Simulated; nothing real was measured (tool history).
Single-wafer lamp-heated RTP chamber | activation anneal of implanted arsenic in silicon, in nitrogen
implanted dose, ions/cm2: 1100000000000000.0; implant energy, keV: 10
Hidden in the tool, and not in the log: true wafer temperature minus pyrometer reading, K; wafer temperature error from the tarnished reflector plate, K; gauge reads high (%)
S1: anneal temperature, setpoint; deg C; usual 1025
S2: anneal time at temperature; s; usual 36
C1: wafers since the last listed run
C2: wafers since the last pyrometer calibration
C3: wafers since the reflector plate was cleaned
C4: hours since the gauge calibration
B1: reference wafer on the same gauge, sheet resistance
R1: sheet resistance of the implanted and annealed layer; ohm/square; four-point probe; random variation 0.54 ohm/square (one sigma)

run	hour	S1	S2	C1	C2	C3	C4	B1	R1
1	0	1025	21	0	6020	1292	108.3	108.04	137.73
2	8.7	1025	21	103	6124	1396	117	107.99	136.68
3	22.2	1025	21	161	6286	1558	130.5	107.94	136.03
4	38.4	1025	36	193	6479	1751	146.7	108.11	124.58
5	56.3	1025	36	213	6693	1965	164.6	108.11	124.65
6	73.9	1025	36	210	6904	2176	182.2	108.02	124.46
7	80.1	1025	36	74	6978	2250	188.4	107.99	124.33
8	90.3	1025	36	121	7100	2372	198.6	107.95	124.15
9	98.2	1025	36	94	7194	2466	206.5	108.08	124.47
10	109.1	1025	36	130	7324	2597	217.4	108.06	123.64
# hour 127.4: pyrometer window cleaned and pyrometer calibrated
11	127.9	1025	36	129	6	2726	236.2	108.03	124.03
12	135.9	1025	36	95	101	2821	244.2	107.97	124.13
# hour 136.3: gauge calibrated
13	144.1	1046	42	98	199	2919	7.8	108.05	115.02
14	155.5	1046	18	136	336	3056	19.2	107.81	127.28
15	163.9	1025	46	100	436	3156	27.6	107.75	119.58
16	176.9	1025	36	155	592	3311	40.6	108.06	123.21
# hour 195.7: reflector plate cleaned
17	196.2	1002	47	135	727	5	59.9	107.97	133.15
18	201.5	1010	50	63	790	68	65.2	108.16	126.44
19	210.8	1010	50	111	901	179	74.5	107.96	126.56
20	220.4	1005	22	114	1016	294	84.1	108	151.79
21	231.2	1025	36	129	1145	423	94.9	107.75	126.09
22	249	996	22	212	1358	636	112.7	108.04	158.62
23	264.1	1025	20	180	1538	817	127.8	107.89	138.43
24	273.6	1025	36	113	1652	930	137.3	107.97	125.22

4 ways to go on from here, each from the tool as it stands after run 24. What would each give?
A	274	1010	36	4	1657	935	137.7	?	?
B	274	1025	55	4	1657	935	137.7	?	?
C	274	1006	28	4	1657	935	137.7	?	?
D	274	1008	36	4	1657	935	137.7	?	?

run	B1	R1
A	107.95	134
B	107.95	118.33
C	107.95	143.22
D	107.95	135.36
Without the tool's hidden state the same runs would have given:
run	R1
A	135.3
B	119.03
C	144.71
D	136.71
